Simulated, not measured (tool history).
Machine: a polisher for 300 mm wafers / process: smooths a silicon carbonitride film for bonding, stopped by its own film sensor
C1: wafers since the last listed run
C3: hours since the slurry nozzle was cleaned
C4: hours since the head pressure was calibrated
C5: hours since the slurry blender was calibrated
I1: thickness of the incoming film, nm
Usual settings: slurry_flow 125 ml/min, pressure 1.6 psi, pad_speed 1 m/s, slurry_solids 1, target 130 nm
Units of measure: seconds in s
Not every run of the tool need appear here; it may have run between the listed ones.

{"run": 1, "hour": 0.0, "slurry_flow": 125, "pressure": 1.6, "pad_speed": 1, "slurry_solids": 1, "target": 130, "C1": 0, "wafers polished on this pad": 1377, "C3": 234.6, "C4": 64.2, "C5": 280.3, "I1": 150, "seconds": 95.9}
{"run": 2, "hour": 43.9, "slurry_flow": 125, "pressure": 1.6, "pad_speed": 1, "slurry_solids": 1, "target": 130, "C1": 535, "wafers polished on this pad": 1912, "C3": 278.5, "C4": 108.1, "C5": 324.2, "I1": 147.4, "seconds": 86.4}
{"run": 3, "hour": 75.9, "slurry_flow": 125, "pressure": 1.6, "pad_speed": 1, "slurry_solids": 1, "target": 130, "C1": 390, "wafers polished on this pad": 2302, "C3": 310.5, "C4": 140.1, "C5": 356.2, "I1": 150, "seconds": 99.2}
{"hour": 87.1, "done": "slurry blender recalibrated"}
{"run": 4, "hour": 100.8, "slurry_flow": 125, "pressure": 1.6, "pad_speed": 1, "slurry_solids": 1, "target": 135, "C1": 279, "wafers polished on this pad": 2582, "C3": 335.4, "C4": 165, "C5": 13.7, "I1": 150.5, "seconds": 71.3}
{"run": 5, "hour": 148.5, "slurry_flow": 125, "pressure": 1.6, "pad_speed": 1, "slurry_solids": 1, "target": 135, "C1": 581, "wafers polished on this pad": 3163, "C3": 383.1, "C4": 212.7, "C5": 61.4, "I1": 149.6, "seconds": 67}
{"hour": 157.4, "done": "worn pad replaced by a new one"}
{"run": 6, "hour": 205.4, "slurry_flow": 125, "pressure": 1.6, "pad_speed": 1, "slurry_solids": 1, "target": 130, "C1": 645, "wafers polished on this pad": 585, "C3": 440, "C4": 269.6, "C5": 118.3, "I1": 151.5, "seconds": 100.6}
{"run": 7, "hour": 230.2, "slurry_flow": 125, "pressure": 1.6, "pad_speed": 1, "slurry_solids": 1, "target": 130, "C1": 302, "wafers polished on this pad": 888, "C3": 464.8, "C4": 294.4, "C5": 143.1, "I1": 151.3, "seconds": 100.6}
{"run": 8, "hour": 299.8, "slurry_flow": 125, "pressure": 1.6, "pad_speed": 0.9, "slurry_solids": 1, "target": 130, "C1": 848, "wafers polished on this pad": 1737, "C3": 534.4, "C4": 364, "C5": 212.7, "I1": 151, "seconds": 109.6}
{"hour": 308.6, "done": "head pressure recalibrated"}
{"run": 9, "hour": 325.8, "slurry_flow": 110, "pressure": 1.6, "pad_speed": 1, "slurry_solids": 1, "target": 130, "C1": 292, "wafers polished on this pad": 2030, "C3": 560.4, "C4": 17.2, "C5": 238.7, "I1": 150, "seconds": 99.5}
{"hour": 387.0, "done": "worn pad replaced by a new one"}
{"run": 10, "hour": 387.5, "slurry_flow": 110, "pressure": 1.6, "pad_speed": 1, "slurry_solids": 1, "target": 130, "C1": 703, "wafers polished on this pad": 6, "C3": 622.1, "C4": 78.9, "C5": 300.4, "I1": 151.3, "seconds": 105.5}
{"run": 11, "hour": 411.8, "slurry_flow": 110, "pressure": 1.6, "pad_speed": 1, "slurry_solids": 1, "target": 130, "C1": 296, "wafers polished on this pad": 302, "C3": 646.4, "C4": 103.2, "C5": 324.7, "I1": 149.9, "seconds": 101.3}
{"run": 12, "hour": 473.9, "slurry_flow": 125, "pressure": 1.6, "pad_speed": 1, "slurry_solids": 0.8, "target": 130, "C1": 757, "wafers polished on this pad": 1059, "C3": 708.5, "C4": 165.3, "C5": 386.8, "I1": 151.5, "seconds": 134.3}
{"hour": 501.6, "done": "slurry blender recalibrated"}
{"hour": 507.2, "done": "slurry nozzle cleaned"}
{"run": 13, "hour": 544.7, "slurry_flow": 125, "pressure": 1.6, "pad_speed": 1, "slurry_solids": 0.8, "target": 130, "C1": 826, "wafers polished on this pad": 1886, "C3": 37.5, "C4": 236.1, "C5": 43.1, "I1": 150, "seconds": 114.3}
{"run": 14, "hour": 594.4, "slurry_flow": 125, "pressure": 1.6, "pad_speed": 1, "slurry_solids": 0.8, "target": 130, "C1": 606, "wafers polished on this pad": 2493, "C3": 87.2, "C4": 285.8, "C5": 92.8, "I1": 147.1, "seconds": 98.2}
{"hour": 632.5, "done": "worn pad replaced by a new one"}
{"run": 15, "hour": 638.1, "slurry_flow": 125, "pressure": 1.6, "pad_speed": 1, "slurry_solids": 1, "target": 130, "C1": 484, "wafers polished on this pad": 67, "C3": 130.9, "C4": 329.5, "C5": 136.5, "I1": 148.4, "seconds": 84.6}
{"run": 16, "hour": 691.9, "slurry_flow": 115, "pressure": 1.6, "pad_speed": 1, "slurry_solids": 1, "target": 125, "C1": 656, "wafers polished on this pad": 723, "C3": 184.7, "C4": 383.3, "C5": 190.3, "I1": 148.8, "seconds": 115.3}
{"hour": 710.6, "done": "head pressure recalibrated"}
{"run": 17, "hour": 725.9, "slurry_flow": 115, "pressure": 1.6, "pad_speed": 1, "slurry_solids": 0.75, "target": 130, "C1": 390, "wafers polished on this pad": 1114, "C3": 218.7, "C4": 15.3, "C5": 224.3, "I1": 150.1, "seconds": 131.2}
{"run": 18, "hour": 773.3, "slurry_flow": 125, "pressure": 1.1, "pad_speed": 1, "slurry_solids": 1, "target": 126, "C1": 578, "wafers polished on this pad": 1692, "C3": 266.1, "C4": 62.7, "C5": 271.7, "I1": 148.5, "seconds": 156.3}
{"run": 19, "hour": 831.1, "slurry_flow": 125, "pressure": 1.2, "pad_speed": 0.66, "slurry_solids": 1.1, "target": 135, "C1": 704, "wafers polished on this pad": 2397, "C3": 323.9, "C4": 120.5, "C5": 329.5, "I1": 150.3, "seconds": 128.3}
{"run": 20, "hour": 872.5, "slurry_flow": 125, "pressure": 1.6, "pad_speed": 1, "slurry_solids": 1, "target": 130, "C1": 504, "wafers polished on this pad": 2902, "C3": 365.3, "C4": 161.9, "C5": 370.9, "I1": 151.8, "seconds": 106.4}
{"hour": 890.1, "done": "worn pad replaced by a new one"}
{"run": 21, "hour": 897.5, "slurry_flow": 125, "pressure": 1.6, "pad_speed": 1, "slurry_solids": 1.3, "target": 130, "C1": 256, "wafers polished on this pad": 90, "C3": 390.3, "C4": 186.9, "C5": 395.9, "I1": 150.2, "seconds": 83.3}
{"hour": 922.0, "done": "slurry blender recalibrated"}
{"run": 22, "hour": 930.5, "slurry_flow": 125, "pressure": 1.8, "pad_speed": 1, "slurry_solids": 1, "target": 130, "C1": 378, "wafers polished on this pad": 468, "C3": 423.3, "C4": 219.9, "C5": 8.5, "I1": 151.5, "seconds": 88.4}
{"run": 23, "hour": 957.9, "slurry_flow": 125, "pressure": 2, "pad_speed": 1.34, "slurry_solids": 1.1, "target": 134, "C1": 334, "wafers polished on this pad": 802, "C3": 450.7, "C4": 247.3, "C5": 35.9, "I1": 151.1, "seconds": 46.3}
{"run": 24, "hour": 990.2, "slurry_flow": 125, "pressure": 1.6, "pad_speed": 1, "slurry_solids": 1, "target": 130, "C1": 393, "wafers polished on this pad": 1196, "C3": 483, "C4": 279.6, "C5": 68.2, "I1": 150, "seconds": 92}
{"run": 25, "hour": 1036.9, "slurry_flow": 150, "pressure": 1.6, "pad_speed": 1.12, "slurry_solids": 1.15, "target": 127, "C1": 569, "wafers polished on this pad": 1766, "C3": 529.7, "C4": 326.3, "C5": 114.9, "I1": 148.2, "seconds": 79.7}
{"hour": 1065.1, "done": "head pressure recalibrated"}
{"run": 26, "hour": 1088.3, "slurry_flow": 125, "pressure": 1.9, "pad_speed": 1, "slurry_solids": 1.1, "target": 133, "C1": 602, "wafers polished on this pad": 2369, "C3": 581.1, "C4": 23.2, "C5": 166.3, "I1": 150.1, "seconds": 63.4}
{"run": 27, "hour": 1131.6, "slurry_flow": 125, "pressure": 1.6, "pad_speed": 1, "slurry_solids": 1, "target": 130, "C1": 528, "wafers polished on this pad": 2897, "C3": 624.4, "C4": 66.5, "C5": 209.6, "I1": 148.4, "seconds": 88.1}
{"hour": 1141.9, "done": "worn pad replaced by a new one"}
{"run": 28, "hour": 1186.9, "slurry_flow": 165, "pressure": 1.4, "pad_speed": 0.68, "slurry_solids": 1, "target": 125, "C1": 625, "wafers polished on this pad": 549, "C3": 679.7, "C4": 121.8, "C5": 264.9, "I1": 151.7, "seconds": 193.7}
{"run": 29, "hour": 1253.6, "slurry_flow": 125, "pressure": 1.6, "pad_speed": 0.8, "slurry_solids": 1, "target": 135, "C1": 813, "wafers polished on this pad": 1362, "C3": 746.4, "C4": 188.5, "C5": 331.6, "I1": 149.4, "seconds": 84.5}

What would each run have given without the hidden state, its run-to-run variation left as it was?
The tool's hidden condition here consists of: removal rate lost through wear of the pad, %; slurry flow missing at the pad, %; deviation of the head's pressure from its setpoint, %; abrasive missing from the slurry, %.
run=1 seconds=90.1
run=2 seconds=80.3
run=3 seconds=91.5
run=4 seconds=70.6
run=5 seconds=65.7
run=6 seconds=97.5
run=7 seconds=97.1
run=8 seconds=104.1
run=9 seconds=93.9
run=10 seconds=98.1
run=11 seconds=93.7
run=12 seconds=119.8
run=13 seconds=113
run=14 seconds=95.9
run=15 seconds=82.2
run=16 seconds=110.7
run=17 seconds=123.3
run=18 seconds=147.4
run=19 seconds=120.1
run=20 seconds=97.9
run=21 seconds=77.6
run=22 seconds=87.4
run=23 seconds=45.6
run=24 seconds=89.9
run=25 seconds=77.4
run=26 seconds=60.9
run=27 seconds=83.4
run=28 seconds=181.1
run=29 seconds=77.7
